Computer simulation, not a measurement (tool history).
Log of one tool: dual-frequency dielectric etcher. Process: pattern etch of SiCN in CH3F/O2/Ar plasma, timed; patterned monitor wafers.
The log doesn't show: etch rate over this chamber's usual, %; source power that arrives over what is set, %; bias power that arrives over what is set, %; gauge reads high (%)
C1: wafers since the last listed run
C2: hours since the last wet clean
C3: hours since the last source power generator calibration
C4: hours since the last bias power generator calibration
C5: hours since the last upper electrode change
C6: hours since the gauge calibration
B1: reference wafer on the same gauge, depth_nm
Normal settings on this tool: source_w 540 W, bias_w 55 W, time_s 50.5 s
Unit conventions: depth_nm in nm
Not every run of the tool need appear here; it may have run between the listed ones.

run 1 day=0 | source_w=440 bias_w=47 time_s=50.5 | C1=0 C2=27.7 C3=2298.2 C4=1597 C5=4991 C6=504.7 | B1=16.9 | depth_nm=15.35
run 2 day=2.083 | source_w=440 bias_w=47 time_s=50.5 | C1=772 C2=77.7 C3=2348.2 C4=1647 C5=5041 C6=554.7 | B1=16.88 | depth_nm=15.36
run 3 day=3.542 | source_w=440 bias_w=47 time_s=50.5 | C1=540 C2=112.7 C3=2383.2 C4=1682 C5=5076 C6=589.7 | B1=16.88 | depth_nm=15.47
run 4 day=5.179 | source_w=540 bias_w=62 time_s=50.5 | C1=607 C2=152 C3=2422.5 C4=1721.3 C5=5115.3 C6=629 | B1=16.89 | depth_nm=19.38
run 5 day=6.254 | source_w=540 bias_w=62 time_s=50.5 | C1=398 C2=177.8 C3=2448.3 C4=1747.1 C5=5141.1 C6=654.8 | B1=16.9 | depth_nm=19.42
run 6 day=8.225 | source_w=540 bias_w=62 time_s=50.5 | C1=730 C2=225.1 C3=2495.6 C4=1794.4 C5=5188.4 C6=702.1 | B1=16.88 | depth_nm=19.31
run 7 day=10.7 | source_w=540 bias_w=55 time_s=50.5 | C1=917 C2=284.5 C3=2555 C4=1853.8 C5=5247.8 C6=761.5 | B1=16.92 | depth_nm=18.58
run 8 day=13.158 | source_w=540 bias_w=55 time_s=50.5 | C1=911 C2=343.5 C3=2614 C4=1912.8 C5=5306.8 C6=820.5 | B1=16.89 | depth_nm=18.55
run 9 day=14.196 | source_w=540 bias_w=55 time_s=50.5 | C1=384 C2=368.4 C3=2638.9 C4=1937.7 C5=5331.7 C6=845.4 | B1=16.89 | depth_nm=18.59
run 10 day=18.321 | source_w=540 bias_w=55 time_s=50.5 | C1=1529 C2=467.4 C3=2737.9 C4=2036.7 C5=5430.7 C6=944.4 | B1=16.9 | depth_nm=18.51
run 11 day=19.975 | source_w=540 bias_w=55 time_s=50.5 | C1=613 C2=507.1 C3=2777.6 C4=2076.4 C5=5470.4 C6=984.1 | B1=16.9 | depth_nm=18.57
-- day=20.567 source power generator calibrated
run 12 day=22.738 | source_w=670 bias_w=47 time_s=61.5 | C1=962 C2=573.4 C3=52.1 C4=2142.7 C5=5536.7 C6=1050.4 | B1=16.93 | depth_nm=24.46
-- day=24.45 wet clean of the chamber
run 13 day=24.471 | source_w=680 bias_w=68 time_s=42 | C1=271 C2=0.5 C3=93.7 C4=2184.3 C5=5578.3 C6=1092 | B1=16.91 | depth_nm=18.95
-- day=26.875 upper electrode replaced
run 14 day=26.896 | source_w=540 bias_w=55 time_s=50.5 | C1=528 C2=58.7 C3=151.9 C4=2242.5 C5=0.5 C6=1150.2 | B1=16.9 | depth_nm=18.58
run 15 day=28.779 | source_w=430 bias_w=45 time_s=36 | C1=698 C2=103.9 C3=197.1 C4=2287.7 C5=45.7 C6=1195.4 | B1=16.89 | depth_nm=10.65
-- day=29.842 gauge calibrated
run 16 day=31.521 | source_w=540 bias_w=55 time_s=50.5 | C1=1016 C2=169.7 C3=262.9 C4=2353.5 C5=111.5 C6=40.3 | B1=16.91 | depth_nm=18.56
run 17 day=34.217 | source_w=400 bias_w=63 time_s=36.5 | C1=999 C2=234.4 C3=327.6 C4=2418.2 C5=176.2 C6=105 | B1=16.89 | depth_nm=11.41
run 18 day=41.221 | source_w=540 bias_w=55 time_s=50.5 | C1=2597 C2=402.5 C3=495.7 C4=2586.3 C5=344.3 C6=273.1 | B1=16.9 | depth_nm=18.58
-- day=46.775 bias power generator calibrated
run 19 day=48.758 | source_w=450 bias_w=66 time_s=42.5 | C1=2733 C2=583.4 C3=676.6 C4=47.6 C5=525.2 C6=454 | B1=16.9 | depth_nm=14.51
run 20 day=50.55 | source_w=650 bias_w=50 time_s=41 | C1=664 C2=626.4 C3=719.6 C4=90.6 C5=568.2 C6=497 | B1=16.88 | depth_nm=16.1
run 21 day=52.288 | source_w=630 bias_w=64 time_s=54.5 | C1=644 C2=668.1 C3=761.3 C4=132.3 C5=609.9 C6=538.7 | B1=16.91 | depth_nm=22.72
-- day=54.283 wet clean of the chamber
run 22 day=54.304 | source_w=540 bias_w=45 time_s=63.5 | C1=377 C2=0.5 C3=809.7 C4=180.7 C5=658.3 C6=587.1 | B1=16.9 | depth_nm=21.49
run 23 day=57.125 | source_w=490 bias_w=65 time_s=59.5 | C1=1046 C2=68.2 C3=877.4 C4=248.4 C5=726 C6=654.8 | B1=16.9 | depth_nm=21.64
run 24 day=59.558 | source_w=540 bias_w=55 time_s=38 | C1=902 C2=126.6 C3=935.8 C4=306.8 C5=784.4 C6=713.2 | B1=16.89 | depth_nm=13.8
run 25 day=61.662 | source_w=540 bias_w=55 time_s=50.5 | C1=780 C2=177.1 C3=986.3 C4=357.3 C5=834.9 C6=763.7 | B1=16.92 | depth_nm=18.35
run 26 day=64.062 | source_w=540 bias_w=55 time_s=50.5 | C1=890 C2=234.7 C3=1043.9 C4=414.9 C5=892.5 C6=821.3 | B1=16.89 | depth_nm=18.29
run 27 day=66.992 | source_w=630 bias_w=60 time_s=50.5 | C1=1086 C2=305 C3=1114.2 C4=485.2 C5=962.8 C6=891.6 | B1=16.9 | depth_nm=20.82
run 28 day=68.708 | source_w=540 bias_w=55 time_s=50.5 | C1=636 C2=346.2 C3=1155.4 C4=526.4 C5=1004 C6=932.8 | B1=16.89 | depth_nm=18.46
run 29 day=70.575 | source_w=540 bias_w=49 time_s=50.5 | C1=692 C2=391 C3=1200.2 C4=571.2 C5=1048.8 C6=977.6 | B1=16.88 | depth_nm=17.68

How would selected steps in depth_nm from run to run divide? Give the signed amount a tool lacking its hidden state would still show from settings, what came in and random variation, and the signed amount left for the hidden state, including any gauge scatter that is not in both of the compared results.
Run 14 -> 15: source_w 540 -> 430, bias_w 55 -> 45, time_s 50.5 -> 36. depth_nm -7.93 nm: hidden state -0.12, all else -7.81.
Run 15 -> 16: source_w 430 -> 540, bias_w 45 -> 55, time_s 36 -> 50.5, gauge calibrated. depth_nm +7.91 nm: hidden state +0.13, all else +7.78.
Run 18 -> 19: source_w 540 -> 450, bias_w 55 -> 66, time_s 50.5 -> 42.5, bias power generator calibrated. depth_nm -4.07 nm: hidden state -0.3, all else -3.77.
